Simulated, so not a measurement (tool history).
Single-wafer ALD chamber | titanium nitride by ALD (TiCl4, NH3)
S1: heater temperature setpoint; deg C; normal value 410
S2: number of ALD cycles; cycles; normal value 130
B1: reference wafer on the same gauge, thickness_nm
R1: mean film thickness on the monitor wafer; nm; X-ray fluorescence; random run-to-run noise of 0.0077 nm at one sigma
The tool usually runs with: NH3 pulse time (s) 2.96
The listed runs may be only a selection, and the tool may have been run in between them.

Run 1, hour 0: usual settings; B1 2.598. Result: R1 3.067 nm.
Run 2, hour 87.3: usual settings; B1 2.599. Result: R1 3.08 nm.
Run 3, hour 125: usual settings; B1 2.599. Result: R1 3.077 nm.
Run 4, hour 168.3: usual settings; B1 2.6. Result: R1 3.076 nm.
Run 5, hour 228: usual settings but S1 418 deg C; B1 2.599. Result: R1 3.078 nm.
Run 6, hour 318.1: usual settings but S1 418 deg C; B1 2.601. Result: R1 3.076 nm.
Run 7, hour 359.9: usual settings; B1 2.6. Result: R1 3.074 nm.
Run 8, hour 604.9: usual settings; B1 2.601. Result: R1 3.078 nm.
At hour 657.2: thermocouple changed; heater temperature recalibrated.
Run 9, hour 663.9: usual settings but S2 119 cycles, NH3 pulse time (s) 1.81; B1 2.602. Result: R1 2.769 nm.
At hour 750.5: gauge calibrated.
Run 10, hour 759.8: usual settings; B1 2.599. Result: R1 3.066 nm.
Run 11, hour 803: usual settings but S1 416 deg C, NH3 pulse time (s) 1.97; B1 2.601. Result: R1 3.036 nm.
Run 12, hour 848.2: usual settings; B1 2.601. Result: R1 3.092 nm.
Run 13, hour 1077.4: usual settings but S1 402 deg C, S2 104 cycles, NH3 pulse time (s) 3.86; B1 2.6. Result: R1 2.469 nm.
At hour 1123.7: showerhead replaced.
Run 14, hour 1363.1: usual settings but S1 418 deg C, NH3 pulse time (s) 3.58; B1 2.6. Result: R1 3.08 nm.
Run 15, hour 1441.2: usual settings but S2 141 cycles; B1 2.601. Result: R1 3.322 nm.
Run 16, hour 1497.2: usual settings but S2 118 cycles, NH3 pulse time (s) 4.04; B1 2.599. Result: R1 2.804 nm.
Run 17, hour 1543.2: usual settings; B1 2.601. Result: R1 3.08 nm.

Below are 3 alternative next runs, each starting from the tool's condition after run 17. Predict each:
Run A, hour 1543.9: usual settings but NH3 pulse time (s) 1.84; B1 ?. Result: R1 ?.
Run B, hour 1543.9: usual settings but S1 406 deg C, S2 122 cycles; B1 ?. Result: R1 ?.
Run C, hour 1543.9: usual settings but S1 401 deg C, S2 143 cycles, NH3 pulse time (s) 3.35; B1 ?. Result: R1 ?.

run   B1     R1
  A  2.6  3.035
  B  2.6  2.885
  C  2.6  3.392
Had the tool no hidden state, the same runs would have come out as:
run     R1
  A  3.035
  B  2.885
  C  3.392
